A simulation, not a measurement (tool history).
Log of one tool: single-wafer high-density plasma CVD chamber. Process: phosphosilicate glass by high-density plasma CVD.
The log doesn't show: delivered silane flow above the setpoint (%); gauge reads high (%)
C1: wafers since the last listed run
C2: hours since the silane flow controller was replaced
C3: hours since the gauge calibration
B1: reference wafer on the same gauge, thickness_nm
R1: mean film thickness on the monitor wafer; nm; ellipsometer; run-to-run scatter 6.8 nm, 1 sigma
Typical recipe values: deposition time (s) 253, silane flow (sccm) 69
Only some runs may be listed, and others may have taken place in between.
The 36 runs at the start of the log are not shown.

Run 37, hour 1048.1: usual settings but deposition time (s) 239, silane flow (sccm) 58; C1 230; C2 57.5; C3 289.9; B1 1479.087. Result: R1 1419.582 nm.
Run 38, hour 1075.9: usual settings but deposition time (s) 219, silane flow (sccm) 82; C1 205; C2 85.3; C3 317.7; B1 1480.329. Result: R1 1842.384 nm.
Run 39, hour 1107.8: usual settings but deposition time (s) 281, silane flow (sccm) 75; C1 235; C2 117.2; C3 349.6; B1 1479.757. Result: R1 2153.943 nm.
Run 40, hour 1140.0: usual settings; C1 237; C2 149.4; C3 381.8; B1 1479.889. Result: R1 1788.713 nm.
Run 41, hour 1167.4: usual settings but deposition time (s) 281, silane flow (sccm) 83; C1 202; C2 176.8; C3 409.2; B1 1478.651. Result: R1 2384.813 nm.
Run 42, hour 1199.2: usual settings; C1 234; C2 208.6; C3 441.0; B1 1479.996. Result: R1 1795.725 nm.
Run 43, hour 1212.5: usual settings but silane flow (sccm) 79; C1 98; C2 221.9; C3 454.3; B1 1480.396. Result: R1 2041.259 nm.
Run 44, hour 1264.5: usual settings but deposition time (s) 283, silane flow (sccm) 61; C1 383; C2 273.9; C3 506.3; B1 1480.232. Result: R1 1769.785 nm.
Run 45, hour 1288.9: usual settings; C1 179; C2 298.3; C3 530.7; B1 1479.179. Result: R1 1801.453 nm.
Run 46, hour 1318.6: usual settings but silane flow (sccm) 74; C1 219; C2 328.0; C3 560.4; B1 1478.934. Result: R1 1930.667 nm.
Run 47, hour 1346.0: usual settings but deposition time (s) 205, silane flow (sccm) 79; C1 202; C2 355.4; C3 587.8; B1 1480.946. Result: R1 1664.634 nm.

Forecast each of these 3 alternatives for the next run:
Run A, hour 1346.5: usual settings but silane flow (sccm) 57; C1 3; C2 355.9; C3 588.3; B1 ?. Result: R1 ?.
Run B, hour 1346.5: usual settings but deposition time (s) 294; C1 3; C2 355.9; C3 588.3; B1 ?. Result: R1 ?.
Run C, hour 1346.5: usual settings but deposition time (s) 237, silane flow (sccm) 80; C1 3; C2 355.9; C3 588.3; B1 ?. Result: R1 ?.

run        B1        R1
  A  1480.029  1491.222
  B  1480.029  2097.700
  C  1480.029  1960.583
Take away the tool's hidden state, keep each run's random variation, and the runs would have read:
run        R1
  A  1485.131
  B  2089.131
  C  1952.574
